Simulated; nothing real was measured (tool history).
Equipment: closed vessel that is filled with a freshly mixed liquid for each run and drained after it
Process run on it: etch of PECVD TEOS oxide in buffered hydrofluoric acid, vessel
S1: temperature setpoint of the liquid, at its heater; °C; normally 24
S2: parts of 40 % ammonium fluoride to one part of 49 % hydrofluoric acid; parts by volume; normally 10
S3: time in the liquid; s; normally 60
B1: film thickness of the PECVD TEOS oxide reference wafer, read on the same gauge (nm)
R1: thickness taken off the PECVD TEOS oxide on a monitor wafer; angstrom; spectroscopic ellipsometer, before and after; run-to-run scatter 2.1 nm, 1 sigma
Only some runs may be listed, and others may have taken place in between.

run,hour,S1,S2,S3,B1,R1
1,0,24,11,60,109.98,2376.9
2,15.9,24,10,60,110,2537.4
3,41.4,24,10,60,110,2574.6
4,68,24,10,75,110.01,3169
5,81.8,24,10,60,109.97,2495.1
6,115,24,10,60,109.97,2543.3
7,150.5,24,10,60,109.98,2510.3
8,177.5,25.5,10,60,109.98,2758.7
9,205,25.5,10,60,109.99,2768.6
10,226.2,25.5,10,60,109.99,2768.2
11,249.6,26,10,60,110,2825.1
12,277.8,26,10,60,109.98,2820.8
13,298.7,26,10,60,109.99,2821.8
14,320.7,24,10,60,109.99,2577.7
15,356,24,10,60,109.96,2526.8
16,380.4,24,10,60,110.01,2570.4
17,414.5,29,10,60,109.99,3381.8
18,442.6,19,6.5,30,110.02,1487.4
19,471.7,19.5,10,80,109.99,2665.3
20,484.6,29,11.5,90,110.02,4600.6
21,504.8,19.5,10,80,109.99,2681.5
# hour 537.5: gauge calibrated
22,537.5,24,8.5,60,110,3082.6
# hour 560.2: thermometer replaced
23,561.5,24,10,45,109.98,1938.3
24,596.6,24,12.5,60,110.01,2163.3
25,632.3,26,12,80,110.05,3357.8
# hour 663.1: hydrofluoric acid flow meter replaced
26,724.1,22.5,10,60,109.97,2256.7
27,743.3,27.5,6,60,109.98,4697.1
28,771.2,24,6.5,60,109.99,3628.7
29,794.8,24,10,40,109.99,1648.1
30,813.3,20.5,7.5,60,110,2645.2
31,839.9,24,10,60,109.99,2402.2
32,862.7,28.5,6,60,109.98,4976.9
33,898.1,20.5,10,75,110,2525.1
34,918.5,24,14,75,109.97,2216.8

Alternative continuations, all from the tool just after run 34; predict every row:
A,919.2,20.5,10,60,?,?
B,919.2,25.5,9,85,?,?
C,919.2,28.5,10,30,?,?

run,B1,R1
A,110,2039.1
B,110,4103.5
C,110,1574.8
Take away the tool's hidden state, keep each run's random variation, and the runs would have read:
run,R1
A,2009.9
B,4003
C,1552.3
